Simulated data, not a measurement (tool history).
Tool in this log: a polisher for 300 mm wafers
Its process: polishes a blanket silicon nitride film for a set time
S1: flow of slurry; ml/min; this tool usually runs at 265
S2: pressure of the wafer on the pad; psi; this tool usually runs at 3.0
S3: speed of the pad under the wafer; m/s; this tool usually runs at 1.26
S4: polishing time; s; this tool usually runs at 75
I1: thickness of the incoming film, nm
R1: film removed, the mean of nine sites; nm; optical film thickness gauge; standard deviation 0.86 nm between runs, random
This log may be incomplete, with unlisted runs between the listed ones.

run   hour   S1   S2    S3  S4     I1     R1
  1    0.0  265  3.0  0.98  75  874.8   99.1
  2   32.2  265  3.0  0.98  75  887.2   99.5
  3   46.0  265  3.0  0.94  75  870.0   96.4
  4   69.7  265  3.0  0.94  75  867.9   97.0
      80.9  -- worn pad replaced by a new one
  5   94.9  265  3.4  1.26  75  863.9  137.6
  6  113.8  265  3.4  1.26  75  866.0  139.5
  7  136.4  265  3.0  1.26  75  874.5  121.7
  8  154.3  265  3.0  1.26  75  865.7  121.3
  9  185.0  265  3.0  1.26  75  870.5  121.8
     223.3  -- worn pad replaced by a new one
 10  223.8  265  3.0  1.26  75  875.2  118.0
 11  245.4  265  3.0  1.26  75  875.8  120.7
 12  281.3  265  3.0  1.26  75  877.7  117.9
     294.8  -- slurry nozzle cleaned
 13  312.7  265  3.0  1.26  75  864.4  122.2
 14  335.8  265  3.0  1.26  75  878.1  123.1
     359.3  -- worn pad replaced by a new one
 15  359.8  230  3.0  1.26  75  887.2  123.4
 16  394.8  265  3.0  1.26  75  871.0  123.5
     416.0  -- head pressure recalibrated
 17  440.6  315  2.2  1.54  91  867.8  120.1
 18  461.4  265  2.6  1.26  75  865.1   97.5
 19  479.9  180  2.1  1.06  75  864.8   67.9
     484.1  -- worn pad replaced by a new one
 20  496.9  265  3.0  1.60  59  872.2  109.8
 21  523.5  265  3.0  1.26  75  863.6  113.3
 22  553.1  325  4.0  1.68  85  882.2  224.5
 23  580.9  225  3.0  1.38  75  883.0  124.1
 24  594.3  350  3.0  1.26  75  860.7  118.8
 25  624.6  330  2.0  1.26  63  867.7   65.4
     643.1  -- worn pad replaced by a new one
 26  659.6  265  3.0  0.82  75  867.7   82.0
 27  686.4  180  2.1  1.06  75  875.0   68.3
     701.0  -- slurry nozzle cleaned
 28  721.9  265  3.0  0.84  75  863.3   86.5

5 ways to go on from here, each from the tool as it stands after run 28. What would each give?
  A  722.3  265  3.0  1.26  75  876.8   ?
  B  722.3  310  3.9  1.26  75  876.8   ?
  C  722.3  200  3.0  1.26  75  876.8   ?
  D  722.3  345  3.0  1.26  54  876.8   ?
  E  722.3  220  3.5  0.86  83  876.8   ?

run     R1
  A  120.6
  B  158.3
  C  118.3
  D   88.3
  E  113.3
Take away the tool's hidden state, keep each run's random variation, and the runs would have read:
run     R1
  A  113.3
  B  148.7
  C  111.2
  D   82.9
  E  106.4
